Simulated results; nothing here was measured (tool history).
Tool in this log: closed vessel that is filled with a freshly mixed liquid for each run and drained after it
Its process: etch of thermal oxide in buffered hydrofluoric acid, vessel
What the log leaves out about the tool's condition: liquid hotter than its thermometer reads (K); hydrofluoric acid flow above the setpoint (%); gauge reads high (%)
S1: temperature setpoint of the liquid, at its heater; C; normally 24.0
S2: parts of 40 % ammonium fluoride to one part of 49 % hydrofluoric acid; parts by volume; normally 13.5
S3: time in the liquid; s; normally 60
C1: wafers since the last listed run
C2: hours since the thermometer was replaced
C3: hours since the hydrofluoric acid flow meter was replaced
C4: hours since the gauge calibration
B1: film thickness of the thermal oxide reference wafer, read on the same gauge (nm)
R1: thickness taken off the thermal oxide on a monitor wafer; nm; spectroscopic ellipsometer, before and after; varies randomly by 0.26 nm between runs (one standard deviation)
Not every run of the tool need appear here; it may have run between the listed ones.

run	hour	S1	S2	S3	C1	C2	C3	C4	B1	R1
1	0.0	24.0	13.5	45	0	1237.8	509.3	1662.1	129.99	36.52
2	41.2	24.0	13.5	40	4965	1279.0	550.5	1703.3	129.99	32.88
3	126.5	24.0	13.5	60	10280	1364.3	635.8	1788.6	129.99	48.93
# hour 126.9: gauge calibrated
4	173.5	24.0	13.5	60	5664	1411.3	682.8	46.6	130.04	49.32
5	239.8	24.0	13.5	60	7990	1477.6	749.1	112.9	130.05	49.49
# hour 278.8: hydrofluoric acid flow meter replaced
6	407.1	22.5	13.5	60	20043	1644.9	128.3	280.2	130.02	45.35
7	473.6	22.5	13.5	60	8014	1711.4	194.8	346.7	129.98	45.68
8	507.0	22.5	13.5	60	4025	1744.8	228.2	380.1	129.96	45.34
9	571.2	24.0	13.5	60	7737	1809.0	292.4	444.3	130.00	48.99
10	635.1	24.0	13.5	60	7701	1872.9	356.3	508.2	130.03	49.44
11	659.2	29.0	10.0	40	2904	1897.0	380.4	532.3	129.98	57.11
12	724.7	19.0	13.5	60	7894	1962.5	445.9	597.8	130.01	37.40
13	786.2	24.0	13.5	60	7412	2024.0	507.4	659.3	130.00	49.98
14	821.9	24.0	13.5	60	4302	2059.7	543.1	695.0	129.98	49.21
15	868.7	20.0	18.5	90	5640	2106.5	589.9	741.8	130.00	43.34
16	906.0	27.0	8.5	30	4495	2143.8	627.2	779.1	130.00	44.00
# hour 916.6: thermometer replaced
17	947.5	24.0	15.5	70	4881	30.9	668.7	820.6	129.99	50.31
# hour 1002.2: hydrofluoric acid flow meter replaced
18	1007.5	28.0	13.5	60	7111	90.9	5.3	880.6	130.04	61.14
19	1031.9	24.0	9.0	85	2940	115.3	29.7	905.0	130.04	99.02
20	1081.8	24.0	13.5	85	6014	165.2	79.6	954.9	130.02	69.67
21	1118.8	26.0	13.5	70	4459	202.2	116.6	991.9	130.02	64.00
22	1187.5	28.5	13.5	60	8280	270.9	185.3	1060.6	129.98	62.99
23	1212.8	26.0	12.0	85	3049	296.2	210.6	1085.9	129.99	87.11
24	1268.8	24.0	13.5	60	6749	352.2	266.6	1141.9	130.02	49.37
25	1299.2	24.0	13.5	60	3663	382.6	297.0	1172.3	130.03	49.99
26	1364.4	24.0	13.5	60	7858	447.8	362.2	1237.5	130.03	49.09
27	1458.6	20.0	15.5	50	11353	542.0	456.4	1331.7	130.03	28.67
# hour 1570.3: gauge calibrated
28	1614.7	28.5	17.0	60	18814	698.1	612.5	44.4	129.99	50.06
29	1641.2	24.0	16.0	60	3193	724.6	639.0	70.9	129.97	42.11
30	1708.2	24.0	13.5	60	8075	791.6	706.0	137.9	130.03	49.51
31	1741.7	24.0	13.5	60	4037	825.1	739.5	171.4	130.02	49.38
32	1768.4	20.0	13.5	60	3218	851.8	766.2	198.1	130.00	39.07

What was the tool's hidden state at every run in the log?
liquid hotter than its thermometer reads (K): 0 in every run
hydrofluoric acid flow above the setpoint (%): 0 in every run
gauge reads high (%): 0 in every run

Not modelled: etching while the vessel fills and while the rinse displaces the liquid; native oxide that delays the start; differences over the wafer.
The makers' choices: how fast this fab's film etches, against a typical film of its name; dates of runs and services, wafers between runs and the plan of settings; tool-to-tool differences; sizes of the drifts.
